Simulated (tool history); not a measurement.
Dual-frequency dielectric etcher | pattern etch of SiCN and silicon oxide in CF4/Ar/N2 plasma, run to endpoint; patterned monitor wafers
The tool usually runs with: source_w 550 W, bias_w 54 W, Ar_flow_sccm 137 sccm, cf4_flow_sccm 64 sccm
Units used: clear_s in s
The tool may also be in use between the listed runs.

run,hour,source_w,bias_w,Ar_flow_sccm,cf4_flow_sccm,"incoming incoming film thickness, nm",clear_s
1,0.0,550,54,137,64,12.07,12.2
2,18.2,550,54,137,76,12.18,12.0
3,28.0,550,54,137,76,12.01,11.8
4,39.6,550,54,137,64,11.98,12.0
5,52.8,550,54,137,64,11.89,12.0
6,69.5,550,54,137,64,12.02,12.0
7,84.4,650,54,122,64,11.99,9.8
# hour 93.9: source power generator calibrated
8,94.4,650,54,122,64,12.01,9.8
9,104.1,650,54,122,64,12.00,9.7
10,120.9,550,63,123,64,12.04,11.2
11,127.0,550,62,137,64,12.00,11.4
# hour 141.8: Ar flow controller replaced
# hour 157.6: upper electrode replaced
12,158.1,610,54,109,64,12.07,10.1
13,158.4,630,54,117,70,11.88,9.7
# hour 177.3: CF4 flow controller replaced
# hour 180.9: bias power generator calibrated
# hour 189.0: wet clean of the chamber
14,189.5,550,50,137,51,12.00,12.9
15,189.8,550,54,137,64,12.09,12.3
16,220.7,410,64,113,72,11.97,14.9
17,234.4,550,50,137,51,11.98,12.8
18,242.1,600,50,108,60,12.08,10.8
19,257.8,550,54,137,51,12.14,12.7
20,272.1,420,62,120,52,11.98,15.5

Branching from run 20: 5 alternative next runs. What would each branch give?
A,272.5,480,54,137,64,12.06,?
B,272.5,650,54,137,77,12.06,?
C,272.5,550,43,119,76,12.06,?
D,272.5,550,44,153,49,12.06,?
E,272.5,550,60,103,64,12.06,?

run,clear_s
A,14.2
B,10.0
C,12.3
D,13.9
E,10.9
Without the tool's unlogged condition, the same runs would have read:
run,clear_s
A,14.3
B,10.1
C,12.3
D,14.0
E,11.0

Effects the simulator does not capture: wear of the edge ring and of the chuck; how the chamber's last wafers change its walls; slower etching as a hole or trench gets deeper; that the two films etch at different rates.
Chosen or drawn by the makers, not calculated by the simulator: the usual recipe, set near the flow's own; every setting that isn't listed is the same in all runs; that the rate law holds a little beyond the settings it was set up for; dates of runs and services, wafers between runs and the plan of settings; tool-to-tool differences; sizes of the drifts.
